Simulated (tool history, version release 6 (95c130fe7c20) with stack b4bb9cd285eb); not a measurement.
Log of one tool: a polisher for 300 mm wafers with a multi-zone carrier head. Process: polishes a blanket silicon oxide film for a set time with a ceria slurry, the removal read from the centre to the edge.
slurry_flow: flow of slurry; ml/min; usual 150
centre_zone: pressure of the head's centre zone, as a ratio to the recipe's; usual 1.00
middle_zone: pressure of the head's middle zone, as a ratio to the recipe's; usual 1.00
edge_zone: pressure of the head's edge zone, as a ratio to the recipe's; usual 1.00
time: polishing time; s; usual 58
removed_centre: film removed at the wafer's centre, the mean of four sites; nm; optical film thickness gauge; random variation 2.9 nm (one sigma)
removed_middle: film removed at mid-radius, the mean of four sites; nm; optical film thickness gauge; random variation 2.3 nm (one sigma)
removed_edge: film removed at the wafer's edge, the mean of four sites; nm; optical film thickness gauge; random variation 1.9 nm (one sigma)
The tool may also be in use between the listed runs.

run	day	slurry_flow	centre_zone	middle_zone	edge_zone	time	wafers since the last listed run	wafers polished on this pad	hours since the slurry nozzle was cleaned	hours since the centre zone pressure was calibrated	hours since the edge zone pressure was calibrated	hours since the carrier head's membrane was replaced	incoming thickness of the incoming film, nm	removed_centre	removed_middle	removed_edge
1	0.000	150	1.00	1.00	1.00	58	0	1048	459.1	889.0	61.6	1434.8	730.5	221.5	225.7	228.4
# day 1.129: worn pad replaced by a new one
2	1.525	150	1.00	1.00	1.00	58	277	81	495.7	925.6	98.2	1471.4	734.1	217.5	221.8	223.3
3	5.388	150	1.00	1.00	1.00	58	790	871	588.4	1018.3	190.9	1564.1	731.3	214.4	217.0	225.4
4	7.783	150	0.91	1.00	1.00	58	490	1361	645.9	1075.8	248.4	1621.6	741.8	198.9	212.5	221.5
# day 8.896: worn pad replaced by a new one
5	10.458	150	1.00	1.00	1.00	58	513	319	710.1	1140.0	312.6	1685.8	725.9	208.9	212.7	221.9
# day 10.879: carrier head's membrane replaced by a new one
6	13.121	150	1.00	1.00	1.00	58	502	822	774.0	1203.9	376.5	53.8	722.7	209.5	212.1	214.1
# day 13.962: centre zone pressure recalibrated
# day 15.658: worn pad replaced by a new one
7	16.271	150	1.00	1.00	1.00	58	593	125	849.6	55.4	452.1	129.4	729.0	200.3	206.1	216.1
# day 16.342: slurry nozzle cleaned
8	20.442	150	1.00	1.00	1.00	58	844	970	98.4	155.5	552.2	229.5	714.3	228.9	233.7	234.6
# day 21.738: edge zone pressure recalibrated
# day 21.758: worn pad replaced by a new one
9	24.008	175	1.00	1.11	1.05	50	708	460	184.0	241.1	54.5	315.1	724.1	210.3	226.2	209.8
10	26.300	105	1.00	1.00	1.00	58	468	929	239.0	296.1	109.5	370.1	730.3	200.1	211.1	217.6
11	28.308	170	1.00	1.05	0.92	70	410	1340	287.2	344.3	157.7	418.3	723.9	284.5	295.1	277.0
# day 29.646: worn pad replaced by a new one
12	31.238	150	1.00	1.00	1.03	58	565	325	357.5	414.6	228.0	488.6	732.6	223.6	230.8	234.9
13	33.229	150	1.10	1.09	0.94	58	407	732	405.3	462.4	275.8	536.4	728.5	237.6	239.4	224.8
14	34.775	150	1.06	1.10	1.00	58	316	1049	442.4	499.5	312.9	573.5	724.2	239.1	239.8	231.3

Hidden state or all else? Some run-to-run changes of removed_centre, split into what the settings, what came in and random variation would give without the hidden state, and what is left for the hidden state (with any gauge scatter that isn't in both results):
The hidden state here: removal rate lost through wear of the pad, %; slurry flow missing at the pad, %; deviation of the centre zone's pressure from its setpoint, %; deviation of the edge zone's pressure from its setpoint, %.
Run 7 -> 8: slurry nozzle cleaned. removed_centre +28.6 nm: hidden state +31.7, all else -3.1.
Run 10 -> 11: slurry_flow 105 -> 170, middle_zone 1.00 -> 1.05, edge_zone 1.00 -> 0.92, time 58 -> 70. removed_centre +84.4 nm: hidden state -0.1, all else +84.5.
